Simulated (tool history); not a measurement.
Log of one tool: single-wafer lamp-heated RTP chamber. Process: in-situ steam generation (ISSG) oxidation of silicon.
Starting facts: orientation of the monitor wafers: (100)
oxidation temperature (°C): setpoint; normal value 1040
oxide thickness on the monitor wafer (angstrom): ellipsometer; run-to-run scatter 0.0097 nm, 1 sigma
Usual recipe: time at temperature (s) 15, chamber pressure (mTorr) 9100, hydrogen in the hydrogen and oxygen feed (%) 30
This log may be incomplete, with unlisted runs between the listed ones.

run	hour	oxidation temperature (°C)	time at temperature (s)	chamber pressure (mTorr)	hydrogen in the hydrogen and oxygen feed (%)	wafers since the last listed run	wafers since the last pyrometer calibration	hours since the pressure gauge was zeroed	hours since the hydrogen flow controller was replaced	hours since the gauge calibration	read-back reference wafer on the same gauge, thickness	oxide thickness on the monitor wafer (angstrom)
1	0	1048	15	9100	30	0	4772	2475	4691.9	104.6	7.502	68.21
2	51.5	1048	15	9100	30	392	5164	2526.5	4743.4	156.1	7.503	68.39
3	66	1048	15	9100	30	110	5275	2541	4757.9	170.6	7.503	68.09
4	101.3	1029	15	9100	30	268	5544	2576.3	4793.2	205.9	7.498	62.24
5	116.3	1029	15	9100	30	114	5658	2591.3	4808.2	220.9	7.5	62.21
6	130.5	1029	15	9100	30	108	5766	2605.5	4822.4	235.1	7.498	62.3
7	155.4	1040	15	9100	30	189	5955	2630.4	4847.3	260	7.501	65.6
8	180.5	1040	15	9100	30	191	6147	2655.5	4872.4	285.1	7.502	65.88
9	201.4	1040	15	9100	30	159	6306	2676.4	4893.3	306	7.501	65.88
10	219.9	1040	15	9100	30	140	6446	2694.9	4911.8	324.5	7.495	65.62
# hour 236.8: gauge calibrated
11	248.4	1040	15	9100	30	216	6663	2723.4	4940.3	11.6	7.499	65.7
# hour 260.7: hydrogen flow controller replaced
# hour 280.9: pressure gauge zeroed
12	281.4	1029	18	9100	32	129	6793	0.5	20.7	44.6	7.5	69.18
13	302	1049	20	9100	30	156	6950	21.1	41.3	65.2	7.496	79.8
14	334.6	1048	15	9100	30	248	7198	53.7	73.9	97.8	7.503	68.52
# hour 343.2: pyrometer window cleaned and pyrometer calibrated
15	347.5	1040	12	9800	30	37	33	66.6	86.8	110.7	7.501	57.43
16	381	1040	15	9100	27	255	288	100.1	120.3	144.2	7.502	63.17
17	410.5	1040	15	9100	30	224	512	129.6	149.8	173.7	7.502	64.9
18	438.1	1032	21	9100	22	210	722	157.2	177.4	201.3	7.502	68.42
19	505.2	1034	15	9100	24	510	1233	224.3	244.5	268.4	7.498	59.68

Below, some changes in oxide thickness on the monitor wafer (angstrom) between adjacent runs. For each, the amount present without the hidden state too (settings, incoming material, random variation) and the amount remaining for the hidden state with gauge scatter not shared by both compared results:
Unlogged tool condition in this case: true wafer temperature minus pyrometer reading, K; true pressure minus gauge reading, Torr; deviation of the hydrogen flow from its setpoint, %; gauge reads high (%).
Run 13 -> 14: oxidation temperature (°C) 1049 -> 1048, time at temperature (s) 20 -> 15. oxide thickness on the monitor wafer (angstrom) -11.28: hidden state -0.24, all else -11.04.
Run 14 -> 15: oxidation temperature (°C) 1048 -> 1040, time at temperature (s) 15 -> 12, chamber pressure (mTorr) 9100 -> 9800, pyrometer window cleaned and pyrometer calibrated. oxide thickness on the monitor wafer (angstrom) -11.09: hidden state -1.18, all else -9.91.

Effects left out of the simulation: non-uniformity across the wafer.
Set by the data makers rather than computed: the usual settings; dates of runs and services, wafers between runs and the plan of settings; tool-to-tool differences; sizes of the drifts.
